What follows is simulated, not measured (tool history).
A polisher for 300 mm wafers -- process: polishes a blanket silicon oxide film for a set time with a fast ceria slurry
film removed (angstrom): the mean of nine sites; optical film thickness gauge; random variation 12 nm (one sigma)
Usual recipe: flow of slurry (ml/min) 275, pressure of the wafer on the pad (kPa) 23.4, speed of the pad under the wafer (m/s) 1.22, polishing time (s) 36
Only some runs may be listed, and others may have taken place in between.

run	hour	flow of slurry (ml/min)	pressure of the wafer on the pad (kPa)	speed of the pad under the wafer (m/s)	polishing time (s)	incoming thickness of the incoming film, nm	film removed (angstrom)
1	0.0	275	17.2	1.22	36	3801.3	5543
2	25.9	275	17.2	1.22	36	3756.5	5464
# hour 60.7: head pressure recalibrated
3	66.2	275	17.2	1.22	36	3868.8	6316
# hour 74.5: worn pad replaced by a new one
# hour 109.7: slurry nozzle cleaned
4	122.3	220	23.4	1.52	36	3864.1	10158
5	219.9	275	23.4	1.22	36	3843.1	8769
6	273.9	275	23.4	1.22	36	3778.3	8760
7	330.8	275	23.4	1.22	36	3845.3	8510
# hour 383.1: worn pad replaced by a new one
8	392.2	275	23.4	0.90	36	3810.5	6228
9	451.1	275	23.4	1.22	36	3791.6	8329
10	491.9	275	23.4	1.22	36	3850.7	8559
11	521.1	275	23.4	1.22	36	3867.3	8074
12	586.8	275	23.4	1.10	36	3795.8	7245
# hour 644.4: worn pad replaced by a new one
13	653.9	275	23.4	1.10	36	3785.4	7240
# hour 678.1: head pressure recalibrated
14	714.1	275	20.7	1.22	41	3818.2	9828
15	743.7	275	25.5	1.22	36	3833.2	10707
16	809.4	275	27.6	1.22	36	3825.6	11423
# hour 926.2: worn pad replaced by a new one
17	926.7	365	19.3	1.52	40	3812.9	11188
# hour 929.5: slurry nozzle cleaned
18	967.6	230	20.7	1.42	36	3850.6	9712
# hour 1008.9: head pressure recalibrated, repeated, since the last time left the tool worse
19	1031.4	235	23.4	1.22	23	3823.4	5443
20	1071.3	225	23.4	1.22	36	3866.5	8555
21	1116.8	330	17.9	1.22	36	3768.4	6644
22	1180.7	275	23.4	1.22	36	3744.5	8313
# hour 1204.5: worn pad replaced by a new one
23	1235.2	275	21.4	1.22	36	3857.2	7610
24	1278.6	275	23.4	1.22	36	3795.2	8615
25	1319.4	275	23.4	1.48	36	3849.2	10117
26	1354.1	275	23.4	1.12	48	3834.4	10489
27	1403.7	275	31.0	1.06	46	3866.4	12103
28	1458.5	350	23.4	1.34	36	3800.9	9170

Branching from run 28: 4 alternative next runs. What would each branch give?
A	1458.9	275	23.4	1.50	36	3896.4	?
B	1458.9	275	23.4	0.92	36	3896.4	?
C	1458.9	275	23.4	1.22	41	3896.4	?
D	1458.9	275	23.4	0.96	44	3896.4	?

run	film removed (angstrom)
A	10033
B	6154
C	9294
D	7848
Without the tool's hidden state the same runs would have given:
run	film removed (angstrom)
A	10606
B	6505
C	9825
D	8297

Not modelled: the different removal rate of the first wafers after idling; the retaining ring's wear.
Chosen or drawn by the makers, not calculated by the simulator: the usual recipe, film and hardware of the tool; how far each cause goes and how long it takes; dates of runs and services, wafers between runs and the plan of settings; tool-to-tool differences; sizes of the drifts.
